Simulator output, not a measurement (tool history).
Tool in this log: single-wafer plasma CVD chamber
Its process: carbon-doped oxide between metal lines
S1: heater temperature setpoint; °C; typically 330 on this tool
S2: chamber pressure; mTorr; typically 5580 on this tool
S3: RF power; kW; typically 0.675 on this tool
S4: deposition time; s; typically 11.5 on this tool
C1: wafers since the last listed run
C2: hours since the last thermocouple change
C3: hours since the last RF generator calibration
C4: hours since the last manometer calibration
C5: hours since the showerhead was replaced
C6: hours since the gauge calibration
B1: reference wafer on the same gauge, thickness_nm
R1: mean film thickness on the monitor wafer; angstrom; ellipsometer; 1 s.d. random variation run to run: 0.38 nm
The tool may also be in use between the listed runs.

Run 1, day 0.000: usual settings; C1 0; C2 1811.9; C3 145.6; C4 69.3; C5 3181.8; C6 1442.8; B1 79.955. Result: R1 814.20 angstrom.
Run 2, day 1.850: usual settings; C1 690; C2 1856.3; C3 190.0; C4 113.7; C5 3226.2; C6 1487.2; B1 79.933. Result: R1 811.88 angstrom.
Run 3, day 3.733: usual settings; C1 702; C2 1901.5; C3 235.2; C4 158.9; C5 3271.4; C6 1532.4; B1 79.913. Result: R1 810.45 angstrom.
Run 4, day 6.096: usual settings; C1 881; C2 1958.2; C3 291.9; C4 215.6; C5 3328.1; C6 1589.1; B1 79.891. Result: R1 807.02 angstrom.
Run 5, day 7.679: usual settings; C1 590; C2 1996.2; C3 329.9; C4 253.6; C5 3366.1; C6 1627.1; B1 79.890. Result: R1 809.98 angstrom.
Run 6, day 9.754: usual settings; C1 774; C2 2046.0; C3 379.7; C4 303.4; C5 3415.9; C6 1676.9; B1 79.925. Result: R1 811.66 angstrom.
Run 7, day 11.833: usual settings; C1 775; C2 2095.9; C3 429.6; C4 353.3; C5 3465.8; C6 1726.8; B1 79.884. Result: R1 806.59 angstrom.
Run 8, day 13.967: usual settings but S3 0.580 kW, S4 11.0 s; C1 795; C2 2147.1; C3 480.8; C4 404.5; C5 3517.0; C6 1778.0; B1 79.884. Result: R1 716.59 angstrom.
Run 9, day 16.362: usual settings but S3 0.710 kW; C1 893; C2 2204.6; C3 538.3; C4 462.0; C5 3574.5; C6 1835.5; B1 79.935. Result: R1 823.55 angstrom.
At day 16.812: showerhead replaced.
Run 10, day 17.683: usual settings; C1 368; C2 2236.3; C3 570.0; C4 493.7; C5 20.9; C6 1867.2; B1 79.893. Result: R1 807.99 angstrom.
Run 11, day 18.838: usual settings but S2 4540 mTorr, S3 0.760 kW, S4 10.5 s; C1 430; C2 2264.0; C3 597.7; C4 521.4; C5 48.6; C6 1894.9; B1 79.819. Result: R1 755.58 angstrom.
At day 19.229: gauge calibrated.
Run 12, day 21.392: usual settings; C1 952; C2 2325.3; C3 659.0; C4 582.7; C5 109.9; C6 51.9; B1 79.981. Result: R1 813.26 angstrom.
Run 13, day 22.800: usual settings; C1 525; C2 2359.1; C3 692.8; C4 616.5; C5 143.7; C6 85.7; B1 79.957. Result: R1 810.46 angstrom.
Run 14, day 24.654: usual settings but S2 4560 mTorr, S3 0.725 kW, S4 10.6 s; C1 691; C2 2403.6; C3 737.3; C4 661.0; C5 188.2; C6 130.2; B1 79.792. Result: R1 751.12 angstrom.
At day 25.121: thermocouple changed; heater temperature recalibrated.
Run 15, day 26.917: usual settings but S1 339 °C; C1 719; C2 43.1; C3 791.6; C4 715.3; C5 242.5; C6 184.5; B1 79.878. Result: R1 771.82 angstrom.
Run 16, day 29.650: usual settings but S2 4550 mTorr, S3 0.770 kW; C1 1019; C2 108.7; C3 857.2; C4 780.9; C5 308.1; C6 250.1; B1 79.886. Result: R1 819.42 angstrom.
Run 17, day 31.050: usual settings but S1 335 °C, S3 0.605 kW, S4 13.2 s; C1 522; C2 142.3; C3 890.8; C4 814.5; C5 341.7; C6 283.7; B1 79.799. Result: R1 854.59 angstrom.
Run 18, day 32.875: usual settings but S3 0.595 kW, S4 13.1 s; C1 680; C2 186.1; C3 934.6; C4 858.3; C5 385.5; C6 327.5; B1 79.901. Result: R1 843.78 angstrom.
Run 19, day 35.588: usual settings but S1 323 °C, S2 6400 mTorr; C1 1011; C2 251.2; C3 999.7; C4 923.4; C5 450.6; C6 392.6; B1 79.865. Result: R1 825.13 angstrom.
Run 20, day 38.067: usual settings but S1 339 °C, S4 12.7 s; C1 924; C2 310.7; C3 1059.2; C4 982.9; C5 510.1; C6 452.1; B1 79.982. Result: R1 850.10 angstrom.
At day 38.542: RF generator calibrated.
Run 21, day 39.179: usual settings but S1 320 °C, S3 0.755 kW; C1 290; C2 337.4; C3 15.3; C4 1009.6; C5 536.8; C6 478.8; B1 79.938. Result: R1 878.05 angstrom.
At day 40.196: capacitance manometer re-zeroed and calibrated.
Run 22, day 40.604: usual settings but S1 318 °C, S2 6430 mTorr, S3 0.585 kW, S4 9.4 s; C1 407; C2 371.6; C3 49.5; C4 9.8; C5 571.0; C6 513.0; B1 79.934. Result: R1 645.94 angstrom.
Run 23, day 43.071: usual settings; C1 920; C2 430.8; C3 108.7; C4 69.0; C5 630.2; C6 572.2; B1 79.832. Result: R1 796.69 angstrom.
Run 24, day 45.683: usual settings but S2 6560 mTorr; C1 974; C2 493.5; C3 171.4; C4 131.7; C5 692.9; C6 634.9; B1 79.861. Result: R1 812.60 angstrom.
Run 25, day 48.442: usual settings; C1 1028; C2 559.7; C3 237.6; C4 197.9; C5 759.1; C6 701.1; B1 79.909. Result: R1 796.27 angstrom.
Run 26, day 50.096: usual settings but S3 0.630 kW; C1 617; C2 599.4; C3 277.3; C4 237.6; C5 798.8; C6 740.8; B1 79.902. Result: R1 764.16 angstrom.
Run 27, day 56.546: usual settings but S2 5890 mTorr; C1 2406; C2 754.2; C3 432.1; C4 392.4; C5 953.6; C6 895.6; B1 79.842. Result: R1 802.98 angstrom.
Run 28, day 58.017: usual settings but S1 345 °C, S2 6770 mTorr; C1 548; C2 789.5; C3 467.4; C4 427.7; C5 988.9; C6 930.9; B1 79.856. Result: R1 779.15 angstrom.
Run 29, day 60.158: usual settings but S1 319 °C, S2 6190 mTorr; C1 798; C2 840.9; C3 518.8; C4 479.1; C5 1040.3; C6 982.3; B1 79.936. Result: R1 844.35 angstrom.

Below are 4 alternative next runs, each starting from the tool's condition after run 29. Predict each:
Run A, day 60.175: usual settings; C1 6; C2 841.3; C3 519.2; C4 479.5; C5 1040.7; C6 982.7; B1 ?. Result: R1 ?.
Run B, day 60.175: usual settings but S1 343 °C, S2 6230 mTorr, S3 0.560 kW, S4 10.4 s; C1 6; C2 841.3; C3 519.2; C4 479.5; C5 1040.7; C6 982.7; B1 ?. Result: R1 ?.
Run C, day 60.175: usual settings but S1 316 °C, S2 6450 mTorr, S3 0.610 kW, S4 12.3 s; C1 6; C2 841.3; C3 519.2; C4 479.5; C5 1040.7; C6 982.7; B1 ?. Result: R1 ?.
Run D, day 60.175: usual settings but S1 324 °C, S2 4660 mTorr, S3 0.765 kW, S4 10.3 s; C1 6; C2 841.3; C3 519.2; C4 479.5; C5 1040.7; C6 982.7; B1 ?. Result: R1 ?.

run      B1      R1
  A  79.908  806.28
  B  79.908  650.19
  C  79.908  874.49
  D  79.908  760.05
Take away the tool's hidden state, keep each run's random variation, and the runs would have read:
run      R1
  A  799.60
  B  645.55
  C  866.21
  D  753.65
